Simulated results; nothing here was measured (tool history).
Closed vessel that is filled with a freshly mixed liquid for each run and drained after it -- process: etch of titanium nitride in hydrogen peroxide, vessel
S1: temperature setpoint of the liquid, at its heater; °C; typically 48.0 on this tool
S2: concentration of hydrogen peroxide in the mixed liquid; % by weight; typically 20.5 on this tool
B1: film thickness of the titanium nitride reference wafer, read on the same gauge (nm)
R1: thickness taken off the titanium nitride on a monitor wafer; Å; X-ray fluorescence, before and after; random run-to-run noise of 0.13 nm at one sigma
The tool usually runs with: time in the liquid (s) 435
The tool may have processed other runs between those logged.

run 1 hour=0.0 | S1=48.0 S2=18.5 time_in_the_liquid_(s)=435 | B1=89.97 | R1=140.9
run 2 hour=38.8 | S1=48.0 S2=20.5 time_in_the_liquid_(s)=435 | B1=90.03 | R1=147.9
run 3 hour=93.1 | S1=48.0 S2=20.5 time_in_the_liquid_(s)=435 | B1=90.01 | R1=145.2
run 4 hour=117.2 | S1=45.5 S2=16.5 time_in_the_liquid_(s)=435 | B1=90.03 | R1=117.2
run 5 hour=182.5 | S1=45.5 S2=16.5 time_in_the_liquid_(s)=435 | B1=89.97 | R1=114.8
run 6 hour=218.8 | S1=48.0 S2=20.5 time_in_the_liquid_(s)=265 | B1=90.02 | R1=88.4
run 7 hour=294.1 | S1=48.0 S2=20.5 time_in_the_liquid_(s)=265 | B1=90.01 | R1=88.1
run 8 hour=326.3 | S1=42.0 S2=20.5 time_in_the_liquid_(s)=300 | B1=89.99 | R1=63.6
run 9 hour=370.4 | S1=42.0 S2=20.5 time_in_the_liquid_(s)=300 | B1=90.01 | R1=63.6
-- hour=383.9 new drum of peroxide connected
run 10 hour=396.0 | S1=48.0 S2=20.5 time_in_the_liquid_(s)=435 | B1=90.02 | R1=145.6
-- hour=414.8 gauge calibrated
run 11 hour=422.2 | S1=48.0 S2=17.5 time_in_the_liquid_(s)=525 | B1=90.02 | R1=169.7
run 12 hour=449.7 | S1=48.0 S2=17.5 time_in_the_liquid_(s)=525 | B1=89.99 | R1=166.7
run 13 hour=506.5 | S1=48.0 S2=17.5 time_in_the_liquid_(s)=525 | B1=89.99 | R1=169.4
-- hour=539.9 peroxide flow meter replaced
run 14 hour=560.0 | S1=39.0 S2=20.5 time_in_the_liquid_(s)=190 | B1=89.98 | R1=32.1
run 15 hour=602.0 | S1=42.0 S2=24.0 time_in_the_liquid_(s)=620 | B1=90.01 | R1=135.2
run 16 hour=666.5 | S1=48.0 S2=20.5 time_in_the_liquid_(s)=230 | B1=89.95 | R1=76.5
run 17 hour=715.1 | S1=48.0 S2=22.0 time_in_the_liquid_(s)=435 | B1=89.97 | R1=148.8
run 18 hour=767.5 | S1=48.0 S2=20.5 time_in_the_liquid_(s)=435 | B1=90.01 | R1=143.9
run 19 hour=820.3 | S1=48.0 S2=20.5 time_in_the_liquid_(s)=435 | B1=89.98 | R1=145.4
run 20 hour=875.9 | S1=48.0 S2=24.0 time_in_the_liquid_(s)=435 | B1=90.04 | R1=151.5
run 21 hour=916.8 | S1=51.5 S2=22.5 time_in_the_liquid_(s)=345 | B1=89.97 | R1=149.9
-- hour=923.0 thermometer replaced
run 22 hour=988.8 | S1=54.0 S2=20.5 time_in_the_liquid_(s)=435 | B1=90.02 | R1=225.8
run 23 hour=1050.4 | S1=45.0 S2=22.5 time_in_the_liquid_(s)=585 | B1=90.05 | R1=160.1
run 24 hour=1109.4 | S1=53.5 S2=16.0 time_in_the_liquid_(s)=350 | B1=89.97 | R1=165.5
run 25 hour=1153.2 | S1=48.0 S2=18.0 time_in_the_liquid_(s)=545 | B1=90.04 | R1=177.2
run 26 hour=1208.8 | S1=39.0 S2=20.5 time_in_the_liquid_(s)=655 | B1=90.05 | R1=110.8
run 27 hour=1247.8 | S1=54.0 S2=17.5 time_in_the_liquid_(s)=585 | B1=90.05 | R1=294.6
-- hour=1253.0 new drum of peroxide connected
run 28 hour=1314.5 | S1=39.5 S2=15.5 time_in_the_liquid_(s)=510 | B1=90.00 | R1=83.0
run 29 hour=1338.6 | S1=53.0 S2=15.5 time_in_the_liquid_(s)=435 | B1=89.99 | R1=197.3
run 30 hour=1387.9 | S1=48.0 S2=20.5 time_in_the_liquid_(s)=435 | B1=90.00 | R1=144.7

Each row is a separate what-if for the run after 30, all from the same tool condition, not one after another. Results?
run A hour=1388.7 | S1=48.0 S2=20.5 time_in_the_liquid_(s)=435 | B1=? | R1=?
run B hour=1388.7 | S1=40.0 S2=18.0 time_in_the_liquid_(s)=285 | B1=? | R1=?
run C hour=1388.7 | S1=41.5 S2=25.5 time_in_the_liquid_(s)=435 | B1=? | R1=?

run=A B1=89.99 R1=144.6
run=B B1=89.99 R1=50.6
run=C B1=89.99 R1=93.3
Without the tool's hidden state the same runs would have given:
run=A R1=144.6
run=B R1=50.6
run=C R1=93.3
